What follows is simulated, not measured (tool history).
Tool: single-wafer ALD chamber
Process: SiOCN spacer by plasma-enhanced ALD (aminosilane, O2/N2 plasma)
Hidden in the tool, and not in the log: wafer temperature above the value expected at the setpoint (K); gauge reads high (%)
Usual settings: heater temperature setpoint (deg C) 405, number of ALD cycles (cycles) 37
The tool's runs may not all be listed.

run   hour  heater temperature setpoint (deg C)  number of ALD cycles (cycles)  wafers since the last listed run  hours since the last thermocouple change  hours since the gauge calibration  read-back reference wafer on the same gauge, thickness_nm  mean film thickness on the monitor wafer (angstrom)
  1      0                                  405                             37                                 0                                    1639.9                              276.9                                                      2.599                                                22.06
  2   13.1                                  394                             32                                57                                      1653                                290                                                        2.6                                                19.47
      24.7  -- gauge calibrated
  3   40.5                                  394                             32                               119                                    1680.4                               15.8                                                        2.6                                                19.33
  4   58.4                                  394                             32                                78                                    1698.3                               33.7                                                        2.6                                                19.36
  5   84.7                                  405                             37                               114                                    1724.6                                 60                                                      2.599                                                22.06
  6  120.4                                  405                             37                               156                                    1760.3                               95.7                                                      2.601                                                22.13
  7  150.8                                  405                             37                               132                                    1790.7                              126.1                                                      2.601                                                22.13
  8  178.4                                  405                             32                               120                                    1818.3                              153.7                                                      2.599                                                 19.1
  9    208                                  405                             37                               129                                    1847.9                              183.3                                                        2.6                                                 22.1

Run 10 comes next. What will it give?
 10  228.4                                  416                             32                                89                                    1868.3                              203.7                                                          ?                                                    ?

{"run 10": {"read-back reference wafer on the same gauge, thickness_nm": 2.599, "mean film thickness on the monitor wafer (angstrom)": 18.53}}
Without the tool's hidden state the same run would have given mean film thickness on the monitor wafer (angstrom) 18.53.
